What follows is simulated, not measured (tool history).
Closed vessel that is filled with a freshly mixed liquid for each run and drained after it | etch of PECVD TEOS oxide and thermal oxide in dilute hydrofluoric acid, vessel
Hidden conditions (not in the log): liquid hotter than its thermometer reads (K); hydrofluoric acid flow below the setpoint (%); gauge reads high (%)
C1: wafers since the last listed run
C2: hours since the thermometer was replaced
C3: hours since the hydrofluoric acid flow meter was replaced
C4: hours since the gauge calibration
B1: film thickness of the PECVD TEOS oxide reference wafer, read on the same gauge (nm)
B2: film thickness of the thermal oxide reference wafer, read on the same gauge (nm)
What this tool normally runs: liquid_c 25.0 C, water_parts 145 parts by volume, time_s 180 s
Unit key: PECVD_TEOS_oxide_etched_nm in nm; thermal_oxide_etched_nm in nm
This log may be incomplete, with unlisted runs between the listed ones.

run 1 day=0.000 | liquid_c=25.0 water_parts=145 time_s=215 | C1=0 C2=157.2 C3=92.5 C4=339.0 | B1=150.00 B2=150.04 | PECVD_TEOS_oxide_etched_nm=18.64 thermal_oxide_etched_nm=6.57
run 2 day=3.208 | liquid_c=25.0 water_parts=145 time_s=265 | C1=7115 C2=234.2 C3=169.5 C4=416.0 | B1=150.00 B2=149.99 | PECVD_TEOS_oxide_etched_nm=23.18 thermal_oxide_etched_nm=8.11
run 3 day=7.350 | liquid_c=25.0 water_parts=145 time_s=265 | C1=9186 C2=333.6 C3=268.9 C4=515.4 | B1=150.00 B2=150.01 | PECVD_TEOS_oxide_etched_nm=23.23 thermal_oxide_etched_nm=8.04
run 4 day=10.883 | liquid_c=25.0 water_parts=95 time_s=265 | C1=7836 C2=418.4 C3=353.7 C4=600.2 | B1=150.01 B2=150.00 | PECVD_TEOS_oxide_etched_nm=37.58 thermal_oxide_etched_nm=13.12
run 5 day=14.679 | liquid_c=25.0 water_parts=95 time_s=265 | C1=8419 C2=509.5 C3=444.8 C4=691.3 | B1=149.98 B2=150.01 | PECVD_TEOS_oxide_etched_nm=37.33 thermal_oxide_etched_nm=13.11
-- day=17.192 thermometer replaced
run 6 day=17.217 | liquid_c=25.0 water_parts=160 time_s=180 | C1=5535 C2=0.6 C3=505.7 C4=752.2 | B1=149.99 B2=150.01 | PECVD_TEOS_oxide_etched_nm=13.38 thermal_oxide_etched_nm=4.67
run 7 day=19.800 | liquid_c=25.0 water_parts=160 time_s=180 | C1=5729 C2=62.6 C3=567.7 C4=814.2 | B1=150.01 B2=150.04 | PECVD_TEOS_oxide_etched_nm=13.27 thermal_oxide_etched_nm=4.65
run 8 day=22.808 | liquid_c=25.0 water_parts=160 time_s=180 | C1=6672 C2=134.8 C3=639.9 C4=886.4 | B1=150.02 B2=150.01 | PECVD_TEOS_oxide_etched_nm=13.13 thermal_oxide_etched_nm=4.63
run 9 day=24.733 | liquid_c=25.0 water_parts=145 time_s=180 | C1=4269 C2=181.0 C3=686.1 C4=932.6 | B1=150.00 B2=150.04 | PECVD_TEOS_oxide_etched_nm=14.74 thermal_oxide_etched_nm=5.20
run 10 day=28.404 | liquid_c=20.0 water_parts=85 time_s=180 | C1=8141 C2=269.1 C3=774.2 C4=1020.7 | B1=150.00 B2=149.99 | PECVD_TEOS_oxide_etched_nm=22.42 thermal_oxide_etched_nm=7.80
run 11 day=31.588 | liquid_c=25.0 water_parts=145 time_s=180 | C1=7060 C2=345.5 C3=850.6 C4=1097.1 | B1=150.00 B2=149.98 | PECVD_TEOS_oxide_etched_nm=14.94 thermal_oxide_etched_nm=5.21
run 12 day=34.250 | liquid_c=27.5 water_parts=215 time_s=105 | C1=5905 C2=409.4 C3=914.5 C4=1161.0 | B1=150.02 B2=149.98 | PECVD_TEOS_oxide_etched_nm=5.86 thermal_oxide_etched_nm=2.04
-- day=37.067 hydrofluoric acid flow meter replaced
run 13 day=38.146 | liquid_c=25.0 water_parts=105 time_s=180 | C1=8548 C2=502.9 C3=25.9 C4=1254.5 | B1=149.99 B2=150.01 | PECVD_TEOS_oxide_etched_nm=23.28 thermal_oxide_etched_nm=8.08
run 14 day=39.825 | liquid_c=25.0 water_parts=145 time_s=180 | C1=3724 C2=543.2 C3=66.2 C4=1294.8 | B1=149.99 B2=150.01 | PECVD_TEOS_oxide_etched_nm=16.05 thermal_oxide_etched_nm=5.55
-- day=40.600 gauge calibrated
-- day=44.104 thermometer replaced
run 15 day=46.342 | liquid_c=25.0 water_parts=160 time_s=180 | C1=14361 C2=53.7 C3=222.6 C4=137.8 | B1=149.99 B2=150.02 | PECVD_TEOS_oxide_etched_nm=13.55 thermal_oxide_etched_nm=4.73
run 16 day=50.204 | liquid_c=25.0 water_parts=145 time_s=180 | C1=8566 C2=146.4 C3=315.3 C4=230.5 | B1=150.01 B2=150.01 | PECVD_TEOS_oxide_etched_nm=15.27 thermal_oxide_etched_nm=5.34
run 17 day=52.692 | liquid_c=27.0 water_parts=145 time_s=180 | C1=5517 C2=206.1 C3=375.0 C4=290.2 | B1=150.01 B2=150.02 | PECVD_TEOS_oxide_etched_nm=16.57 thermal_oxide_etched_nm=5.71
run 18 day=56.583 | liquid_c=25.0 water_parts=200 time_s=150 | C1=8631 C2=299.5 C3=468.4 C4=383.6 | B1=150.04 B2=150.01 | PECVD_TEOS_oxide_etched_nm=8.51 thermal_oxide_etched_nm=3.01

Consider 3 possible next runs. They are alternatives, not a sequence: every one starts from the tool as it was left by run 18. What does each give?
run A day=56.612 | liquid_c=28.0 water_parts=145 time_s=180 | C1=64 C2=300.2 C3=469.1 C4=384.3 | B1=? B2=? | PECVD_TEOS_oxide_etched_nm=? thermal_oxide_etched_nm=?
run B day=56.612 | liquid_c=20.5 water_parts=145 time_s=230 | C1=64 C2=300.2 C3=469.1 C4=384.3 | B1=? B2=? | PECVD_TEOS_oxide_etched_nm=? thermal_oxide_etched_nm=?
run C day=56.612 | liquid_c=25.0 water_parts=195 time_s=265 | C1=64 C2=300.2 C3=469.1 C4=384.3 | B1=? B2=? | PECVD_TEOS_oxide_etched_nm=? thermal_oxide_etched_nm=?

run=A B1=150.01 B2=150.01 PECVD_TEOS_oxide_etched_nm=17.21 thermal_oxide_etched_nm=5.95
run=B B1=150.01 B2=150.01 PECVD_TEOS_oxide_etched_nm=16.55 thermal_oxide_etched_nm=5.72
run=C B1=150.01 B2=150.01 PECVD_TEOS_oxide_etched_nm=15.88 thermal_oxide_etched_nm=5.49
Without the tool's unlogged condition, the same runs would have read:
run=A PECVD_TEOS_oxide_etched_nm=17.81 thermal_oxide_etched_nm=6.15
run=B PECVD_TEOS_oxide_etched_nm=17.08 thermal_oxide_etched_nm=5.90
run=C PECVD_TEOS_oxide_etched_nm=16.46 thermal_oxide_etched_nm=5.69

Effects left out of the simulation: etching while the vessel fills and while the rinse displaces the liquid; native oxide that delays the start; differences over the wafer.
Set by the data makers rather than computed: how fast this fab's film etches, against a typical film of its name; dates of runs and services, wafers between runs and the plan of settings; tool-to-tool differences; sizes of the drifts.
